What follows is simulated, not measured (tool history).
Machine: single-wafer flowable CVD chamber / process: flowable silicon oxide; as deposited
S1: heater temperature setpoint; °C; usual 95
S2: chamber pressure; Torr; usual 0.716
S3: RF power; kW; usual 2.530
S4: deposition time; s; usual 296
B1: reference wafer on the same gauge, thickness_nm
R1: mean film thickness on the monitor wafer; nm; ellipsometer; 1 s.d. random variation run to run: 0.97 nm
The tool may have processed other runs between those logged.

run 1 hour=0.0 | S1=95 S2=0.716 S3=2.530 S4=296 | B1=202.588 | R1=200.021
run 2 hour=68.0 | S1=95 S2=0.716 S3=2.530 S4=296 | B1=203.404 | R1=200.965
run 3 hour=125.0 | S1=95 S2=0.716 S3=2.530 S4=296 | B1=203.455 | R1=200.990
run 4 hour=194.6 | S1=95 S2=0.716 S3=2.530 S4=296 | B1=204.072 | R1=201.071
run 5 hour=287.3 | S1=95 S2=0.802 S3=2.220 S4=296 | B1=204.174 | R1=222.115
run 6 hour=339.2 | S1=95 S2=0.638 S3=2.530 S4=296 | B1=204.658 | R1=178.956
-- hour=381.6 thermocouple changed; heater temperature recalibrated
run 7 hour=441.6 | S1=95 S2=0.716 S3=2.530 S4=296 | B1=204.779 | R1=200.456
-- hour=454.7 gauge calibrated
run 8 hour=482.7 | S1=95 S2=0.716 S3=2.530 S4=296 | B1=199.168 | R1=195.370
-- hour=509.2 showerhead replaced
run 9 hour=525.7 | S1=82 S2=0.716 S3=2.530 S4=296 | B1=199.448 | R1=281.419
run 10 hour=615.7 | S1=95 S2=0.816 S3=2.530 S4=241 | B1=201.067 | R1=182.789
-- hour=645.4 capacitance manometer re-zeroed and calibrated
run 11 hour=657.9 | S1=82 S2=0.716 S3=2.530 S4=296 | B1=201.639 | R1=283.004
-- hour=693.8 RF generator calibrated
run 12 hour=757.0 | S1=110 S2=0.716 S3=2.530 S4=296 | B1=202.462 | R1=128.423
run 13 hour=820.7 | S1=100 S2=0.839 S3=2.245 S4=273 | B1=202.824 | R1=182.759
run 14 hour=928.0 | S1=95 S2=0.716 S3=2.860 S4=244 | B1=203.280 | R1=168.078
run 15 hour=1035.3 | S1=95 S2=0.716 S3=2.530 S4=296 | B1=203.550 | R1=200.892
run 16 hour=1125.2 | S1=95 S2=0.716 S3=2.530 S4=296 | B1=204.164 | R1=202.598

List, for all runs, the conditions of the tool that the log does not record:
wafer temperature above the value expected at the setpoint (K): 0 on each run
delivered RF power above the setpoint (%): 0 on each run
true pressure above the setpoint (%): 0 on each run
H1: gauge reads high (%)
run=1 H1=1.9
run=2 H1=2.18
run=3 H1=2.36
run=4 H1=2.53
run=5 H1=2.69
run=6 H1=2.76
run=7 H1=2.86
run=8 H1=-0.0814
run=9 H1=0.364
run=10 H1=1.08
run=11 H1=1.34
run=12 H1=1.8
run=13 H1=2.01
run=14 H1=2.26
run=15 H1=2.43
run=16 H1=2.52

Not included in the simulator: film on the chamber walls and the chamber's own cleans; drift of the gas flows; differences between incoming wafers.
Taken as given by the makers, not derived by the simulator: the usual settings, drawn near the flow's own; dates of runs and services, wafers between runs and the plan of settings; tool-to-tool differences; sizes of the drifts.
